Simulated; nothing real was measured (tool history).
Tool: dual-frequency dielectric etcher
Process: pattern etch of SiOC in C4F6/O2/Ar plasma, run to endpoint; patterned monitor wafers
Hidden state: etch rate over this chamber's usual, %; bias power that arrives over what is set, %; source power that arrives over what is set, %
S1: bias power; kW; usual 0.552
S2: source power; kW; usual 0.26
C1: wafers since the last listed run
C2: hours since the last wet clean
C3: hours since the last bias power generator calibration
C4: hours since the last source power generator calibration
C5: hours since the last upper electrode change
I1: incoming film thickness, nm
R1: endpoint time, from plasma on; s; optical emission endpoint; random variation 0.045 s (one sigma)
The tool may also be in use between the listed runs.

run    hour     S1    S2    C1     C2      C3      C4      C5     I1    R1
  1       0  0.552  0.26     0  382.7  1947.3  1974.4  3790.4   33.7  13.8
  2    45.2  0.552  0.26   699  427.9  1992.5  2019.6  3835.6  33.56  13.6
  3   147.8  0.552  0.26  1587  530.5  2095.1  2122.2  3938.2  33.78  13.7
  4   197.5  0.552  0.26   769  580.2  2144.8  2171.9  3987.9  33.63  13.6
      277.9  -- wet clean of the chamber
  5   278.4  0.552  0.26   880    0.5  2225.7  2252.8  4068.8  33.89    14
  6   434.3  0.552  0.26  2412  156.4  2381.6  2408.7  4224.7  33.83  13.9
  7   475.9  0.552  0.26   643    198  2423.2  2450.3  4266.3  33.45  13.6
  8   576.6  0.552  0.26  1558  298.7  2523.9    2551    4367   34.1  13.9
      644.2  -- bias power generator calibrated
  9   649.9  0.552  0.26  1072    372     5.7  2624.3  4440.3  33.45  13.6
 10   728.1  0.552  0.26  1210  450.2    83.9  2702.5  4518.5  34.25  13.8
 11   804.5  0.552  0.26  1182  526.6   160.3  2778.9  4594.9  33.26  13.4
      850.5  -- wet clean of the chamber
 12   869.3  0.552  0.26   631   18.8   225.1  2843.7  4659.7   33.8  13.9
 13   913.5  0.608  0.26   684     63   269.3  2887.9  4703.9  33.84  13.4
 14   968.4  0.552  0.26   849  117.9   324.2  2942.8  4758.8  33.89  13.9
     1034.5  -- upper electrode replaced
 15  1055.6  0.456   0.3   978  205.1   411.4    3030    21.1  33.58  13.9
 16  1126.1  0.669  0.28  1091  275.6   481.9  3100.5    91.6  33.58  12.5
 17  1209.6  0.552  0.26  1292  359.1   565.4    3184   175.1  33.91  13.6
 18  1308.1  0.609  0.26  1524  457.6   663.9  3282.5   273.6  33.35    13
 19  1360.3  0.552  0.21   807  509.8   716.1  3334.7   325.8  33.93  14.5
     1412.1  -- source power generator calibrated
     1434.6  -- wet clean of the chamber
 20  1440.8  0.552  0.29   835    6.2   796.6    28.7   406.3  33.73  13.5
 21    1508  0.649   0.3  1040   73.4   863.8    95.9   473.5  34.08  12.8
 22  1606.7  0.454  0.21  1527  172.1   962.5   194.6   572.2  33.97  15.9
 23    1676   0.48  0.29  1072  241.4  1031.8   263.9   641.5  33.47  13.9
 24  1773.1  0.494  0.31  1502  338.5  1128.9     361   738.6  33.71  13.6
 25  1872.5  0.552  0.31  1538  437.9  1228.3   460.4     838  34.12  13.2
 26  1943.3  0.646  0.22  1095  508.7  1299.1   531.2   908.8  33.91  13.9
 27  2025.7  0.497   0.2  1275  591.1  1381.5   613.6   991.2  33.98  15.5
     2116.9  -- wet clean of the chamber
 28  2117.4  0.552  0.26  1047    0.5  1473.2   705.3  1082.9  33.71  13.9
 29  2206.7  0.456  0.26  1382   89.8  1562.5   794.6  1172.2  33.42  14.6
 30  2286.4  0.552  0.26  1233  169.5  1642.2   874.3  1251.9  33.92    14
 31  2354.7  0.511  0.31  1057  237.8  1710.5   942.6  1320.2  33.74  13.4
 32  2430.2  0.485  0.22  1168  313.3    1786  1018.1  1395.7  33.89  15.2
 33  2499.5  0.454  0.21  1072  382.6  1855.3  1087.4    1465  33.74  15.6
 34  2585.3  0.552  0.26  1327  468.4  1941.1  1173.2  1550.8  33.63  13.7

Hidden state or all else? Some run-to-run changes of R1, split into what the settings, what came in and random variation would give without the hidden state, and what is left for the hidden state (with any gauge scatter that isn't in both results):
Run 4 -> 5: wet clean of the chamber. R1 +0.4 s: hidden state +0.3, all else +0.1.
Run 19 -> 20: S2 0.21 -> 0.29, source power generator calibrated, wet clean of the chamber. R1 -1 s: hidden state +0.4, all else -1.4.
Run 21 -> 22: S1 0.649 -> 0.454, S2 0.3 -> 0.21. R1 +3.1 s: hidden state -0.2, all else +3.3.
Run 22 -> 23: S1 0.454 -> 0.48, S2 0.21 -> 0.29. R1 -2 s: hidden state +0.1, all else -2.1.
Run 27 -> 28: S1 0.497 -> 0.552, S2 0.2 -> 0.26, wet clean of the chamber. R1 -1.6 s: hidden state +0.4, all else -2.
Run 33 -> 34: S1 0.454 -> 0.552, S2 0.21 -> 0.26. R1 -1.9 s: hidden state +0.1, all else -2.

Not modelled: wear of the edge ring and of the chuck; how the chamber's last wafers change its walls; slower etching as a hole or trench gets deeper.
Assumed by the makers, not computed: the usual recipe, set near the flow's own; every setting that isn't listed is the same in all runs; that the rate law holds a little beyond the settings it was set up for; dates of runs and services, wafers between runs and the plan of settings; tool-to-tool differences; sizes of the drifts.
